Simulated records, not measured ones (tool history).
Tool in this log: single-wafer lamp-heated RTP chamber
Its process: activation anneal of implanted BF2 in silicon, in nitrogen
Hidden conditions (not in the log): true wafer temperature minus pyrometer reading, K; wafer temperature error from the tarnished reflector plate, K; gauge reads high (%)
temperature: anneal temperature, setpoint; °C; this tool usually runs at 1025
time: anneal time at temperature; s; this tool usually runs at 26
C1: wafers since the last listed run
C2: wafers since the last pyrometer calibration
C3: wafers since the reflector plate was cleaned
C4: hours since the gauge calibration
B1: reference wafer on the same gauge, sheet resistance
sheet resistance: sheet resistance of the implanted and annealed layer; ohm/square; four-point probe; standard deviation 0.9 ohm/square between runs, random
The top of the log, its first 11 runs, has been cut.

{"day": 20.688, "done": "reflector plate cleaned"}
{"run": 12, "day": 20.708, "temperature": 1025, "time": 26, "C1": 930, "C2": 4984, "C3": 9, "C4": 923.1, "B1": 504.88, "sheet resistance": 603.57}
{"run": 13, "day": 22.808, "temperature": 996, "time": 35, "C1": 961, "C2": 5945, "C3": 970, "C4": 973.5, "B1": 504.99, "sheet resistance": 605.07}
{"run": 14, "day": 24.996, "temperature": 1007, "time": 26, "C1": 1001, "C2": 6946, "C3": 1971, "C4": 1026, "B1": 505.12, "sheet resistance": 605.95}
{"day": 27.35, "done": "pyrometer window cleaned and pyrometer calibrated"}
{"run": 15, "day": 27.429, "temperature": 1040, "time": 15, "C1": 961, "C2": 35, "C3": 2932, "C4": 1084.4, "B1": 505.1, "sheet resistance": 606.32}
{"run": 16, "day": 30.067, "temperature": 1000, "time": 40, "C1": 1207, "C2": 1242, "C3": 4139, "C4": 1147.7, "B1": 505.37, "sheet resistance": 604.16}
{"run": 17, "day": 31.85, "temperature": 1047, "time": 40, "C1": 816, "C2": 2058, "C3": 4955, "C4": 1190.5, "B1": 504.98, "sheet resistance": 591.76}
{"run": 18, "day": 34.783, "temperature": 1042, "time": 35, "C1": 1342, "C2": 3400, "C3": 6298, "C4": 1260.9, "B1": 504.94, "sheet resistance": 595.34}
{"run": 19, "day": 36.742, "temperature": 1025, "time": 26, "C1": 896, "C2": 4297, "C3": 7194, "C4": 1307.9, "B1": 505.3, "sheet resistance": 602.67}
{"run": 20, "day": 38.754, "temperature": 1025, "time": 39, "C1": 920, "C2": 5218, "C3": 8115, "C4": 1356.2, "B1": 504.91, "sheet resistance": 596.56}
{"day": 39.5, "done": "reflector plate cleaned"}
{"run": 21, "day": 41.283, "temperature": 1040, "time": 17, "C1": 1004, "C2": 6222, "C3": 815, "C4": 1416.9, "B1": 505.07, "sheet resistance": 606.03}
{"run": 22, "day": 42.654, "temperature": 1025, "time": 26, "C1": 627, "C2": 6850, "C3": 1443, "C4": 1449.8, "B1": 504.56, "sheet resistance": 604.97}
{"run": 23, "day": 44.529, "temperature": 1047, "time": 13, "C1": 858, "C2": 7708, "C3": 2301, "C4": 1494.8, "B1": 505.09, "sheet resistance": 606.33}
{"run": 24, "day": 47.038, "temperature": 1025, "time": 26, "C1": 1147, "C2": 8856, "C3": 3449, "C4": 1555, "B1": 505.23, "sheet resistance": 601.94}
{"day": 47.467, "done": "pyrometer window cleaned and pyrometer calibrated"}
{"day": 49.242, "done": "gauge calibrated"}
{"run": 25, "day": 50.021, "temperature": 1007, "time": 19, "C1": 1212, "C2": 1168, "C3": 4661, "C4": 18.7, "B1": 504.88, "sheet resistance": 606.91}
{"run": 26, "day": 52.712, "temperature": 1025, "time": 31, "C1": 1231, "C2": 2399, "C3": 5893, "C4": 83.3, "B1": 504.98, "sheet resistance": 598.8}
{"run": 27, "day": 54.633, "temperature": 1042, "time": 38, "C1": 879, "C2": 3279, "C3": 6772, "C4": 129.4, "B1": 505.25, "sheet resistance": 594.64}
{"run": 28, "day": 56.979, "temperature": 1054, "time": 12, "C1": 1073, "C2": 4352, "C3": 7846, "C4": 185.7, "B1": 505.07, "sheet resistance": 605.41}
{"run": 29, "day": 59.454, "temperature": 1025, "time": 26, "C1": 1132, "C2": 5485, "C3": 8979, "C4": 245.1, "B1": 504.58, "sheet resistance": 602.23}
{"day": 62.912, "done": "reflector plate cleaned"}
{"run": 30, "day": 66.246, "temperature": 1011, "time": 34, "C1": 2955, "C2": 8440, "C3": 1525, "C4": 408.1, "B1": 504.96, "sheet resistance": 601.76}
{"run": 31, "day": 67.825, "temperature": 997, "time": 12, "C1": 722, "C2": 9163, "C3": 2247, "C4": 446, "B1": 505, "sheet resistance": 610.97}
{"day": 69.979, "done": "pyrometer window cleaned and pyrometer calibrated"}
{"run": 32, "day": 70.0, "temperature": 1037, "time": 26, "C1": 842, "C2": 9, "C3": 3090, "C4": 498.2, "B1": 505.08, "sheet resistance": 601.25}
{"run": 33, "day": 72.6, "temperature": 1025, "time": 35, "C1": 1189, "C2": 1199, "C3": 4280, "C4": 560.6, "B1": 505.23, "sheet resistance": 597.68}
{"run": 34, "day": 73.942, "temperature": 1000, "time": 19, "C1": 613, "C2": 1813, "C3": 4894, "C4": 592.8, "B1": 504.8, "sheet resistance": 609.26}
{"run": 35, "day": 78.383, "temperature": 1025, "time": 26, "C1": 2032, "C2": 3845, "C3": 6927, "C4": 699.4, "B1": 504.95, "sheet resistance": 601.53}

Branching from run 35: 5 alternative next runs. What would each branch give?
{"run": "A", "day": 78.4, "temperature": 1025, "time": 26, "C1": 7, "C2": 3853, "C3": 6934, "C4": 699.8, "B1": "?", "sheet resistance": "?"}
{"run": "B", "day": 78.4, "temperature": 1025, "time": 18, "C1": 7, "C2": 3853, "C3": 6934, "C4": 699.8, "B1": "?", "sheet resistance": "?"}
{"run": "C", "day": 78.4, "temperature": 1049, "time": 31, "C1": 7, "C2": 3853, "C3": 6934, "C4": 699.8, "B1": "?", "sheet resistance": "?"}
{"run": "D", "day": 78.4, "temperature": 1054, "time": 31, "C1": 7, "C2": 3853, "C3": 6934, "C4": 699.8, "B1": "?", "sheet resistance": "?"}
{"run": "E", "day": 78.4, "temperature": 1001, "time": 20, "C1": 7, "C2": 3853, "C3": 6934, "C4": 699.8, "B1": "?", "sheet resistance": "?"}

run=A B1=504.75 sheet_resistance=602.28
run=B B1=504.75 sheet_resistance=605.54
run=C B1=504.75 sheet_resistance=595.04
run=D B1=504.75 sheet_resistance=593.58
run=E B1=504.75 sheet_resistance=607.47
Take away the tool's hidden state, keep each run's random variation, and the runs would have read:
run=A sheet_resistance=602.28
run=B sheet_resistance=605.54
run=C sheet_resistance=595.04
run=D sheet_resistance=593.58
run=E sheet_resistance=607.47
